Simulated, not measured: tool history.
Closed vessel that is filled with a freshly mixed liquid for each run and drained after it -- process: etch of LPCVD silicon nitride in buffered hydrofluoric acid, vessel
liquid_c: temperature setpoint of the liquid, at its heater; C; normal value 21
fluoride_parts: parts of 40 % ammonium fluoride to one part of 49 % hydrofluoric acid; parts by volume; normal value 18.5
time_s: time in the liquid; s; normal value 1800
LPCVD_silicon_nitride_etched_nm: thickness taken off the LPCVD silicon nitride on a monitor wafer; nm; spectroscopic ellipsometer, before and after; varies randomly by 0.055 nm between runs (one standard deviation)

run	day	liquid_c	fluoride_parts	time_s	wafers since the last listed run	hours since the thermometer was replaced	hours since the hydrofluoric acid flow meter was replaced	hours since the gauge calibration	read-back film thickness of the LPCVD silicon nitride reference wafer, read on the same gauge (nm)	LPCVD_silicon_nitride_etched_nm
1	0	21	16.5	1800	0	853.2	1513.6	266.3	149.96	13.41
2	0.358	21	16.5	1800	458	861.8	1522.2	274.9	150.02	13.49
3	0.917	21	16.5	1800	714	875.2	1535.6	288.3	149.96	13.5
4	1.167	21	18.5	1800	319	881.2	1541.6	294.3	149.99	12.14
5	1.721	21	18.5	1800	708	894.5	1554.9	307.6	149.99	12.08
6	2.254	23	14.5	1800	682	907.3	1567.7	320.4	149.98	17.17
7	3.625	24	18.5	1800	1753	940.2	1600.6	353.3	149.96	14.27
8	4.288	24	18.5	1800	847	956.1	1616.5	369.2	150.01	14.38
9	4.838	21	18.5	1800	703	969.3	1629.7	382.4	150	12.16
10	5.179	21	18.5	990	436	977.5	1637.9	390.6	150	6.72
# day 5.183: gauge calibrated
11	5.758	21	25.5	1800	740	991.4	1651.8	13.8	149.98	9.51
12	6.217	17.5	25.5	840	586	1002.4	1662.8	24.8	150.03	3.68
13	6.617	21	18.5	1800	511	1012	1672.4	34.4	150.04	12.33
14	7.271	17	24.5	1800	836	1027.7	1688.1	50.1	149.97	7.99
15	7.529	21	16.5	1800	330	1033.9	1694.3	56.3	149.99	13.79
16	7.829	21	18.5	1800	383	1041.1	1701.5	63.5	150	12.37
17	9.671	21	18.5	1510	2355	1085.3	1745.7	107.7	149.98	10.34
# day 9.754: thermometer replaced
# day 10.05: hydrofluoric acid flow meter replaced
18	11.546	17	15.5	1375	2291	43	35.9	152.7	150	7.88
19	11.867	26	18.5	1185	410	50.7	43.6	160.4	150.01	9.42
20	12.512	17	11.5	2165	826	66.2	59.1	175.9	150.02	16.78
21	13.117	21	12.5	1370	772	80.7	73.6	190.4	149.97	12.12

Hidden state, per run?
hydrofluoric acid flow below the setpoint (%): 0 across all the runs
gauge reads high (%): 0 across all the runs
H1: liquid hotter than its thermometer reads (K)
run	H1
1	2.32
2	2.34
3	2.37
4	2.39
5	2.42
6	2.45
7	2.53
8	2.57
9	2.6
10	2.62
11	2.66
12	2.68
13	2.71
14	2.75
15	2.76
16	2.78
17	2.89
18	0.479
19	0.498
20	0.536
21	0.572
